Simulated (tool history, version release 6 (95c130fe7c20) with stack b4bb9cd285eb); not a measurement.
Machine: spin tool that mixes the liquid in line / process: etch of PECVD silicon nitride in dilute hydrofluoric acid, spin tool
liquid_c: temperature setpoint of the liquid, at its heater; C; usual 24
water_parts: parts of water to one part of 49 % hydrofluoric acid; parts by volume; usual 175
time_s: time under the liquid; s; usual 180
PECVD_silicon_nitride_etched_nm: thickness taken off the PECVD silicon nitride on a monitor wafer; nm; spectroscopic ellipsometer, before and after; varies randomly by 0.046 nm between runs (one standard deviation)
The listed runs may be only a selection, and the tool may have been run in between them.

| run | hour | liquid_c | water_parts | time_s | read-back film thickness of the PECVD silicon nitride reference wafer, read on the same gauge (nm) | PECVD_silicon_nitride_etched_nm |
|---|---|---|---|---|---|---|
| 1 | 0 | 24 | 175 | 180 | 40 | 5.75 |
| 2 | 67.5 | 27.5 | 140 | 180 | 39.99 | 9.1 |
| 3 | 144.7 | 27.5 | 140 | 180 | 40.01 | 9 |
| 4 | 337.3 | 27.5 | 140 | 180 | 40 | 8.94 |
| 5 | 406.9 | 24 | 175 | 180 | 40 | 5.8 |
| 6 | 492.9 | 24 | 175 | 180 | 40.03 | 5.77 |
| 7 | 532.8 | 24 | 175 | 110 | 40.03 | 3.56 |
| 8 | 599.4 | 24 | 175 | 110 | 39.99 | 3.53 |
| 9 | 687.9 | 24 | 175 | 110 | 40 | 3.53 |
| 10 | 776.2 | 24 | 175 | 180 | 40 | 5.74 |
| 11 | 850.4 | 24 | 175 | 180 | 40.01 | 5.76 |
|  | 927.8 | gauge calibrated |
| 12 | 936.5 | 24 | 175 | 180 | 40.03 | 5.79 |
| 13 | 981.6 | 24 | 175 | 180 | 39.99 | 5.75 |
| 14 | 1043.4 | 24 | 175 | 95 | 40 | 3.04 |
| 15 | 1134.8 | 24 | 175 | 180 | 39.99 | 5.75 |
| 16 | 1208.9 | 24 | 175 | 180 | 40.01 | 5.83 |
| 17 | 1254.7 | 20.5 | 175 | 285 | 40.01 | 7.31 |
|  | 1422.2 | thermometer replaced |
| 18 | 1425.1 | 28.5 | 215 | 180 | 39.99 | 6.23 |
| 19 | 1529 | 24 | 175 | 110 | 40.01 | 3.52 |
| 20 | 1622.1 | 26.5 | 245 | 70 | 39.99 | 1.88 |
| 21 | 1710.6 | 20.5 | 175 | 285 | 40.01 | 7.32 |
| 22 | 1807.1 | 26 | 175 | 120 | 40 | 4.32 |
| 23 | 1889.9 | 20 | 175 | 180 | 40.01 | 4.52 |
| 24 | 1970.4 | 24 | 230 | 180 | 40.01 | 4.4 |
|  | 2013.3 | hydrofluoric acid flow meter replaced |
| 25 | 2046 | 21.5 | 130 | 230 | 40 | 8.33 |
| 26 | 2313.9 | 24 | 175 | 180 | 39.99 | 5.75 |
| 27 | 2414.3 | 20.5 | 175 | 180 | 40.02 | 4.6 |
| 28 | 2499.8 | 21.5 | 175 | 255 | 40 | 6.98 |
| 29 | 2544.1 | 24 | 175 | 180 | 39.99 | 5.8 |
| 30 | 2610.9 | 24 | 175 | 180 | 40.02 | 5.65 |
| 31 | 2662 | 29 | 260 | 250 | 39.99 | 7.19 |
| 32 | 2752 | 22 | 210 | 100 | 40.02 | 2.36 |

Run-by-run hidden state of the tool:
liquid hotter than its thermometer reads (K): 0 in every run
hydrofluoric acid flow below the setpoint (%): 0 in every run
gauge reads high (%): 0 in every run
